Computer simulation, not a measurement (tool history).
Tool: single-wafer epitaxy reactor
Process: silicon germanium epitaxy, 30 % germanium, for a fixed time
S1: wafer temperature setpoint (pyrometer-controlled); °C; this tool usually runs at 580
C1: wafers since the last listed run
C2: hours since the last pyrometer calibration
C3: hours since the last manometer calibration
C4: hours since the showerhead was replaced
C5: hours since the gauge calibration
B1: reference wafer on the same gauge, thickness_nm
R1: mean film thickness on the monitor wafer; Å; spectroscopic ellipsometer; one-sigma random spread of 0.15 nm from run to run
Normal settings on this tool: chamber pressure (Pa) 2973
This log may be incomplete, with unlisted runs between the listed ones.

Run 1, day 0.000: usual settings; C1 0; C2 1449.6; C3 1624.6; C4 8439.3; C5 521.0; B1 45.394. Result: R1 373.18 Å.
Run 2, day 3.388: usual settings; C1 905; C2 1530.9; C3 1705.9; C4 8520.6; C5 602.3; B1 45.393. Result: R1 371.16 Å.
Run 3, day 5.525: usual settings; C1 571; C2 1582.2; C3 1757.2; C4 8571.9; C5 653.6; B1 45.352. Result: R1 369.02 Å.
Run 4, day 7.596: usual settings; C1 553; C2 1631.9; C3 1806.9; C4 8621.6; C5 703.3; B1 45.452. Result: R1 370.63 Å.
Run 5, day 11.862: usual settings but S1 583 °C; C1 1139; C2 1734.3; C3 1909.3; C4 8724.0; C5 805.7; B1 45.421. Result: R1 394.57 Å.
Run 6, day 14.158: usual settings but S1 583 °C; C1 613; C2 1789.4; C3 1964.4; C4 8779.1; C5 860.8; B1 45.445. Result: R1 394.19 Å.
At day 15.438: showerhead replaced.
At day 16.567: gauge calibrated.
Run 7, day 16.583: usual settings but S1 583 °C; C1 558; C2 1847.6; C3 2022.6; C4 27.5; C5 0.4; B1 45.402. Result: R1 396.48 Å.
At day 17.562: capacitance manometer re-zeroed and calibrated.
Run 8, day 19.612: usual settings; C1 720; C2 1920.3; C3 49.2; C4 100.2; C5 73.1; B1 45.405. Result: R1 382.94 Å.
Run 9, day 22.771: usual settings but S1 594 °C, chamber pressure (Pa) 2560; C1 843; C2 1996.1; C3 125.0; C4 176.0; C5 148.9; B1 45.410. Result: R1 482.93 Å.
At day 23.433: pyrometer calibrated.
Run 10, day 25.217: usual settings but S1 591 °C, chamber pressure (Pa) 2400; C1 564; C2 42.8; C3 183.7; C4 234.7; C5 207.6; B1 45.405. Result: R1 443.11 Å.
Run 11, day 29.579: usual settings but S1 567 °C, chamber pressure (Pa) 2613; C1 1165; C2 147.5; C3 288.4; C4 339.4; C5 312.3; B1 45.425. Result: R1 273.08 Å.
Run 12, day 32.533: usual settings but S1 591 °C, chamber pressure (Pa) 2773; C1 789; C2 218.4; C3 359.3; C4 410.3; C5 383.2; B1 45.442. Result: R1 471.41 Å.

Forecast run 13:
Run 13, day 35.442: usual settings but S1 569 °C, chamber pressure (Pa) 2746; C1 777; C2 288.2; C3 429.1; C4 480.1; C5 453.0; B1 ?. Result: R1 ?.

Logged for run 13: B1 45.385, R1 288.15 Å.
Take away the tool's hidden state, keep the run-to-run variation as it was, and the same run would have given R1 289.86 Å.
